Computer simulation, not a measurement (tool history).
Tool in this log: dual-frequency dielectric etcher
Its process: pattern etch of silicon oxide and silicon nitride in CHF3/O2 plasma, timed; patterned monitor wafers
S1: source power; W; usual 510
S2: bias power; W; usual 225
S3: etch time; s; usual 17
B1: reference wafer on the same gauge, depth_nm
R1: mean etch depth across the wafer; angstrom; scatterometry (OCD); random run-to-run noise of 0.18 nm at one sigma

run 1 hour=0 | S1=510 S2=225 S3=19 | B1=29.61 | R1=320.9
run 2 hour=44.9 | S1=510 S2=225 S3=19 | B1=29.75 | R1=320.8
run 3 hour=76.2 | S1=510 S2=225 S3=19.5 | B1=29.73 | R1=326.7
-- hour=123.8 gauge calibrated
run 4 hour=147.1 | S1=510 S2=225 S3=19.5 | B1=29.65 | R1=333.4
run 5 hour=208.3 | S1=510 S2=183 S3=17 | B1=29.64 | R1=272.2
run 6 hour=256.1 | S1=510 S2=183 S3=17 | B1=29.77 | R1=272
run 7 hour=319.8 | S1=510 S2=225 S3=17 | B1=29.81 | R1=287.4
-- hour=336 bias power generator calibrated
-- hour=362.8 wet clean of the chamber
run 8 hour=388.1 | S1=510 S2=225 S3=17 | B1=29.73 | R1=286.9
-- hour=414.4 upper electrode replaced
run 9 hour=433.6 | S1=510 S2=225 S3=17 | B1=29.68 | R1=286.1
run 10 hour=473.2 | S1=510 S2=225 S3=17 | B1=29.7 | R1=289
run 11 hour=500.7 | S1=600 S2=245 S3=21.5 | B1=29.72 | R1=405.8
run 12 hour=562.9 | S1=510 S2=279 S3=22 | B1=29.71 | R1=399.1
run 13 hour=594.2 | S1=440 S2=275 S3=17 | B1=29.8 | R1=280.1
-- hour=602.5 source power generator calibrated
run 14 hour=658.8 | S1=510 S2=225 S3=19.5 | B1=29.67 | R1=336.2
run 15 hour=707.1 | S1=390 S2=249 S3=22 | B1=29.73 | R1=321.8
-- hour=766.4 gauge calibrated
-- hour=799.5 source power generator calibrated, repeated, since the last time left the tool worse
run 16 hour=852.5 | S1=510 S2=225 S3=17 | B1=29.71 | R1=283.8
run 17 hour=903.3 | S1=590 S2=254 S3=15.5 | B1=29.75 | R1=289.5
-- hour=967.3 wet clean of the chamber
run 18 hour=967.8 | S1=550 S2=187 S3=13 | B1=29.72 | R1=216.5
run 19 hour=985.3 | S1=450 S2=225 S3=17 | B1=29.66 | R1=264.9
run 20 hour=1010.5 | S1=560 S2=199 S3=20 | B1=29.63 | R1=342.9
run 21 hour=1070.2 | S1=510 S2=188 S3=17 | B1=29.64 | R1=272.3

Pick out some run-to-run changes in R1. Of each, how much would a tool without hidden state show as well, from the settings, what came in and chance, and how much is left for the hidden state and any gauge scatter not in both results compared?
Hidden conditions of the tool in this case: etch rate over this chamber's usual, %; source power that arrives over what is set, %; bias power that arrives over what is set, %; gauge reads high (%).
Run 10 -> 11: S1 510 -> 600, S2 225 -> 245, S3 17 -> 21.5. R1 +116.8 angstrom: hidden state +2.2, all else +114.6.
Run 12 -> 13: S1 510 -> 440, S2 279 -> 275, S3 22 -> 17. R1 -119 angstrom: hidden state -2.2, all else -116.8.
Run 13 -> 14: S1 440 -> 510, S2 275 -> 225, S3 17 -> 19.5, source power generator calibrated. R1 +56.1 angstrom: hidden state +6, all else +50.1.
Run 15 -> 16: S1 390 -> 510, S2 249 -> 225, S3 22 -> 17, gauge calibrated, source power generator calibrated, repeated, since the last time left the tool worse. R1 -38 angstrom: hidden state -10.6, all else -27.4.

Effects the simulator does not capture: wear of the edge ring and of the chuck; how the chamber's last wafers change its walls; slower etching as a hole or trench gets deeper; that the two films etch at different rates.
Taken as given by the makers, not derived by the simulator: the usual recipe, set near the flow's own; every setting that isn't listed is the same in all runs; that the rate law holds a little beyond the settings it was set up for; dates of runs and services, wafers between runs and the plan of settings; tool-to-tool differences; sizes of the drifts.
